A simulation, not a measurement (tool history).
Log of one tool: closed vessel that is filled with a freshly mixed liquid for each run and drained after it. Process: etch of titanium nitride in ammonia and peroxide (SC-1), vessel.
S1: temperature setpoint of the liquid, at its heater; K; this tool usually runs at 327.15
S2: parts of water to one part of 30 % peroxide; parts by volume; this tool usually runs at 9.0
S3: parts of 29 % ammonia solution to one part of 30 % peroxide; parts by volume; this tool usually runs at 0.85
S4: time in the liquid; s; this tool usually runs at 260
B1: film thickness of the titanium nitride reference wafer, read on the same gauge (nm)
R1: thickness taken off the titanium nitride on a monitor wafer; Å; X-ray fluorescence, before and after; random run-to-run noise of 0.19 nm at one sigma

{"run": 1, "day": 0.0, "S1": 332.15, "S2": 9.0, "S3": 0.85, "S4": 150, "B1": 139.98, "R1": 268.6}
{"run": 2, "day": 1.508, "S1": 332.15, "S2": 9.0, "S3": 0.85, "S4": 150, "B1": 139.97, "R1": 268.3}
{"run": 3, "day": 3.262, "S1": 327.15, "S2": 12.0, "S3": 0.85, "S4": 260, "B1": 139.99, "R1": 289.0}
{"run": 4, "day": 5.183, "S1": 327.15, "S2": 12.0, "S3": 0.85, "S4": 260, "B1": 140.01, "R1": 287.9}
{"run": 5, "day": 7.579, "S1": 327.15, "S2": 12.0, "S3": 0.85, "S4": 260, "B1": 140.02, "R1": 287.7}
{"day": 11.017, "done": "thermometer replaced"}
{"run": 6, "day": 15.667, "S1": 327.15, "S2": 9.0, "S3": 0.95, "S4": 225, "B1": 139.95, "R1": 292.5}
{"run": 7, "day": 17.65, "S1": 327.15, "S2": 9.0, "S3": 0.95, "S4": 225, "B1": 140.01, "R1": 292.1}
{"run": 8, "day": 19.846, "S1": 321.15, "S2": 9.0, "S3": 0.85, "S4": 260, "B1": 140.02, "R1": 218.6}
{"run": 9, "day": 21.125, "S1": 321.15, "S2": 9.0, "S3": 0.85, "S4": 260, "B1": 140.02, "R1": 220.9}
{"day": 22.929, "done": "ammonia flow meter replaced"}
{"run": 10, "day": 23.733, "S1": 321.15, "S2": 9.0, "S3": 0.85, "S4": 260, "B1": 140.0, "R1": 218.4}
{"run": 11, "day": 25.204, "S1": 323.15, "S2": 9.0, "S3": 0.6, "S4": 260, "B1": 139.99, "R1": 236.5}
{"day": 30.421, "done": "new drum of ammonia solution connected"}
{"run": 12, "day": 31.912, "S1": 327.15, "S2": 9.0, "S3": 1.2, "S4": 325, "B1": 139.99, "R1": 427.3}
{"run": 13, "day": 32.971, "S1": 336.15, "S2": 9.0, "S3": 0.85, "S4": 260, "B1": 140.0, "R1": 593.8}
{"day": 34.129, "done": "gauge calibrated"}
{"day": 35.412, "done": "thermometer replaced"}
{"run": 14, "day": 35.854, "S1": 322.65, "S2": 13.0, "S3": 0.55, "S4": 340, "B1": 139.98, "R1": 239.2}
{"run": 15, "day": 37.512, "S1": 320.15, "S2": 11.0, "S3": 0.85, "S4": 135, "B1": 140.0, "R1": 94.3}
{"day": 38.304, "done": "new drum of ammonia solution connected, repeated, since the last time left the tool worse"}
{"run": 16, "day": 39.308, "S1": 327.15, "S2": 9.0, "S3": 0.85, "S4": 260, "B1": 139.96, "R1": 333.2}
{"run": 17, "day": 40.717, "S1": 327.15, "S2": 5.0, "S3": 0.85, "S4": 260, "B1": 139.99, "R1": 441.1}
{"run": 18, "day": 42.258, "S1": 327.15, "S2": 9.0, "S3": 0.85, "S4": 260, "B1": 139.97, "R1": 335.0}
{"run": 19, "day": 43.7, "S1": 327.15, "S2": 7.0, "S3": 0.85, "S4": 120, "B1": 140.0, "R1": 174.9}
{"run": 20, "day": 46.65, "S1": 327.15, "S2": 9.0, "S3": 0.85, "S4": 260, "B1": 140.03, "R1": 331.4}
{"run": 21, "day": 47.871, "S1": 331.15, "S2": 9.0, "S3": 0.55, "S4": 260, "B1": 140.01, "R1": 409.7}

Some steps in R1 between neighbouring runs. How much of each would the tool show without its hidden state too (settings, what came in, random variation), and how much is left for the hidden state, with any gauge scatter that isn't in both results?
The tool's hidden condition here consists of: liquid hotter than its thermometer reads (K); ammonia flow above the setpoint (%); ammonia solution weaker than its label (%); gauge reads high (%).
Run 11 -> 12: S1 323.15 -> 327.15, S3 0.60 -> 1.20, S4 260 -> 325, new drum of ammonia solution connected. R1 +190.8 Å: hidden state -6.6, all else +197.4.
Run 13 -> 14: S1 336.15 -> 322.65, S2 9.0 -> 13.0, S3 0.85 -> 0.55, S4 260 -> 340, gauge calibrated, thermometer replaced. R1 -354.6 Å: hidden state +7.7, all else -362.3.
Run 15 -> 16: S1 320.15 -> 327.15, S2 11.0 -> 9.0, S4 135 -> 260, new drum of ammonia solution connected, repeated, since the last time left the tool worse. R1 +238.9 Å: hidden state +2.5, all else +236.4.
